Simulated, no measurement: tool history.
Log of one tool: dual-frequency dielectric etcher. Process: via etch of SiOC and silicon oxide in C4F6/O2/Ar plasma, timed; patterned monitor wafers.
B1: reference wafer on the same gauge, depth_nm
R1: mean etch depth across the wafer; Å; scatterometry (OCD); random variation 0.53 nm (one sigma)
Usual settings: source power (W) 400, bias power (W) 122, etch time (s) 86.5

{"run": 1, "day": 0.0, "source power (W)": 340, "bias power (W)": 107, "etch time (s)": 86.5, "B1": 106.3, "R1": 877}
{"run": 2, "day": 1.154, "source power (W)": 340, "bias power (W)": 107, "etch time (s)": 86.5, "B1": 106.0, "R1": 872}
{"run": 3, "day": 1.829, "source power (W)": 340, "bias power (W)": 107, "etch time (s)": 86.5, "B1": 106.1, "R1": 881}
{"run": 4, "day": 2.433, "source power (W)": 400, "bias power (W)": 122, "etch time (s)": 86.5, "B1": 106.3, "R1": 958}
{"run": 5, "day": 3.179, "source power (W)": 400, "bias power (W)": 122, "etch time (s)": 86.5, "B1": 106.4, "R1": 971}
{"run": 6, "day": 3.571, "source power (W)": 400, "bias power (W)": 122, "etch time (s)": 86.5, "B1": 106.7, "R1": 964}
{"run": 7, "day": 3.917, "source power (W)": 400, "bias power (W)": 122, "etch time (s)": 86.5, "B1": 106.4, "R1": 965}
{"day": 5.025, "done": "bias power generator calibrated"}
{"day": 5.679, "done": "gauge calibrated"}
{"run": 8, "day": 6.154, "source power (W)": 400, "bias power (W)": 122, "etch time (s)": 86.5, "B1": 106.2, "R1": 969}
{"day": 7.458, "done": "wet clean of the chamber"}
{"run": 9, "day": 8.312, "source power (W)": 400, "bias power (W)": 122, "etch time (s)": 86.5, "B1": 106.3, "R1": 928}
{"run": 10, "day": 8.604, "source power (W)": 400, "bias power (W)": 122, "etch time (s)": 86.5, "B1": 106.2, "R1": 927}
{"run": 11, "day": 9.183, "source power (W)": 400, "bias power (W)": 122, "etch time (s)": 86.5, "B1": 106.2, "R1": 924}
{"day": 10.238, "done": "upper electrode replaced"}
{"day": 10.383, "done": "source power generator calibrated"}
{"run": 12, "day": 10.404, "source power (W)": 400, "bias power (W)": 122, "etch time (s)": 86.5, "B1": 106.3, "R1": 922}
{"run": 13, "day": 10.417, "source power (W)": 440, "bias power (W)": 110, "etch time (s)": 104.0, "B1": 106.0, "R1": 1094}
{"run": 14, "day": 10.708, "source power (W)": 340, "bias power (W)": 122, "etch time (s)": 86.5, "B1": 106.3, "R1": 887}
{"run": 15, "day": 11.146, "source power (W)": 400, "bias power (W)": 122, "etch time (s)": 86.5, "B1": 106.3, "R1": 929}
{"run": 16, "day": 11.462, "source power (W)": 400, "bias power (W)": 122, "etch time (s)": 86.5, "B1": 106.5, "R1": 938}
{"run": 17, "day": 11.896, "source power (W)": 480, "bias power (W)": 101, "etch time (s)": 111.0, "B1": 106.3, "R1": 1178}
{"run": 18, "day": 12.488, "source power (W)": 440, "bias power (W)": 133, "etch time (s)": 61.0, "B1": 106.3, "R1": 702}
{"run": 19, "day": 12.983, "source power (W)": 360, "bias power (W)": 122, "etch time (s)": 86.5, "B1": 106.4, "R1": 917}
{"run": 20, "day": 13.604, "source power (W)": 370, "bias power (W)": 122, "etch time (s)": 86.5, "B1": 105.9, "R1": 914}
{"run": 21, "day": 14.054, "source power (W)": 360, "bias power (W)": 94, "etch time (s)": 72.0, "B1": 106.3, "R1": 687}
{"run": 22, "day": 14.521, "source power (W)": 360, "bias power (W)": 105, "etch time (s)": 86.5, "B1": 106.4, "R1": 863}
{"run": 23, "day": 14.838, "source power (W)": 400, "bias power (W)": 122, "etch time (s)": 86.5, "B1": 106.3, "R1": 940}

3 ways to go on from here, each from the tool as it stands after run 23. What would each give?
{"run": "A", "day": 14.854, "source power (W)": 400, "bias power (W)": 143, "etch time (s)": 86.5, "B1": "?", "R1": "?"}
{"run": "B", "day": 14.854, "source power (W)": 370, "bias power (W)": 141, "etch time (s)": 97.0, "B1": "?", "R1": "?"}
{"run": "C", "day": 14.854, "source power (W)": 340, "bias power (W)": 143, "etch time (s)": 102.0, "B1": "?", "R1": "?"}

run=A B1=106.2 R1=1005
run=B B1=106.2 R1=1099
run=C B1=106.2 R1=1138
Without the tool's hidden state the same runs would have given:
run=A R1=983
run=B R1=1075
run=C R1=1113
